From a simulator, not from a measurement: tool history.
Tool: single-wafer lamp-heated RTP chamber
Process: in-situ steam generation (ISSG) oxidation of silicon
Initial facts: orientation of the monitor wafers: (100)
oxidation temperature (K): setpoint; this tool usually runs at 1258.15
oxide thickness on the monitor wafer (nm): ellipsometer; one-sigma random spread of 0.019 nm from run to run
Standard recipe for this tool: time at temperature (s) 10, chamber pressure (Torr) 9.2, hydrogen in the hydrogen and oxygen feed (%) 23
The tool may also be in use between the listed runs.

| run | hour | oxidation temperature (K) | time at temperature (s) | chamber pressure (Torr) | hydrogen in the hydrogen and oxygen feed (%) | wafers since the last listed run | wafers since the last pyrometer calibration | hours since the pressure gauge was zeroed | hours since the hydrogen flow controller was replaced | hours since the gauge calibration | read-back reference wafer on the same gauge, thickness | oxide thickness on the monitor wafer (nm) |
|---|---|---|---|---|---|---|---|---|---|---|---|---|
| 1 | 0 | 1258.15 | 10 | 9.2 | 23 | 0 | 825 | 1842.9 | 2015.3 | 1310.1 | 4.272 | 3.627 |
| 2 | 49.4 | 1258.15 | 10 | 9.2 | 23 | 371 | 1197 | 1892.3 | 2064.7 | 1359.5 | 4.279 | 3.595 |
| 3 | 127.9 | 1258.15 | 10 | 9.2 | 23 | 590 | 1788 | 1970.8 | 2143.2 | 1438 | 4.273 | 3.595 |
| 4 | 202.2 | 1258.15 | 10 | 9.7 | 23 | 559 | 2347 | 2045.1 | 2217.5 | 1512.3 | 4.278 | 3.561 |
| 5 | 290.8 | 1258.15 | 10 | 9.7 | 23 | 666 | 3014 | 2133.7 | 2306.1 | 1600.9 | 4.281 | 3.568 |
| 6 | 395.8 | 1258.15 | 10 | 9.7 | 23 | 790 | 3804 | 2238.7 | 2411.1 | 1705.9 | 4.281 | 3.588 |
| 7 | 494.8 | 1258.15 | 10 | 8.4 | 23 | 745 | 4549 | 2337.7 | 2510.1 | 1804.9 | 4.287 | 3.647 |
| 8 | 539.5 | 1258.15 | 10 | 8.4 | 23 | 336 | 4886 | 2382.4 | 2554.8 | 1849.6 | 4.271 | 3.658 |
| 9 | 599.2 | 1258.15 | 10 | 9.2 | 23 | 449 | 5335 | 2442.1 | 2614.5 | 1909.3 | 4.28 | 3.61 |
| 10 | 643 | 1258.15 | 10 | 9.2 | 23 | 329 | 5665 | 2485.9 | 2658.3 | 1953.1 | 4.274 | 3.605 |
| 11 | 694.7 | 1265.15 | 10 | 9.2 | 23 | 389 | 6054 | 2537.6 | 2710 | 2004.8 | 4.275 | 3.662 |
| 12 | 795.2 | 1265.15 | 10 | 9.2 | 23 | 756 | 6810 | 2638.1 | 2810.5 | 2105.3 | 4.291 | 3.69 |
| 13 | 854.9 | 1265.15 | 10 | 9.2 | 23 | 449 | 7260 | 2697.8 | 2870.2 | 2165 | 4.274 | 3.659 |
|  | 1041.1 | pyrometer window cleaned and pyrometer calibrated |
| 14 | 1043.4 | 1258.15 | 10 | 9.2 | 23 | 1358 | 17 | 2886.3 | 3058.7 | 2353.5 | 4.283 | 3.603 |
| 15 | 1094.2 | 1258.15 | 10 | 8.3 | 23 | 382 | 399 | 2937.1 | 3109.5 | 2404.3 | 4.277 | 3.655 |
|  | 1158.5 | gauge calibrated |
|  | 1188.4 | hydrogen flow controller replaced |
| 16 | 1188.9 | 1258.15 | 10 | 9.2 | 23 | 652 | 1052 | 3031.8 | 0.5 | 30.4 | 4.287 | 3.569 |

Estimate the outcome of run 17 from the log above:
| 17 | 1275.9 | 1258.15 | 11 | 9.2 | 23 | 654 | 1707 | 3118.8 | 87.5 | 117.4 | ? | ? |

{"run 17": {"read-back reference wafer on the same gauge, thickness": 4.279, "oxide thickness on the monitor wafer (nm)": 3.755}}
Without the tool's hidden state the same run would have given oxide thickness on the monitor wafer (nm) 3.755.
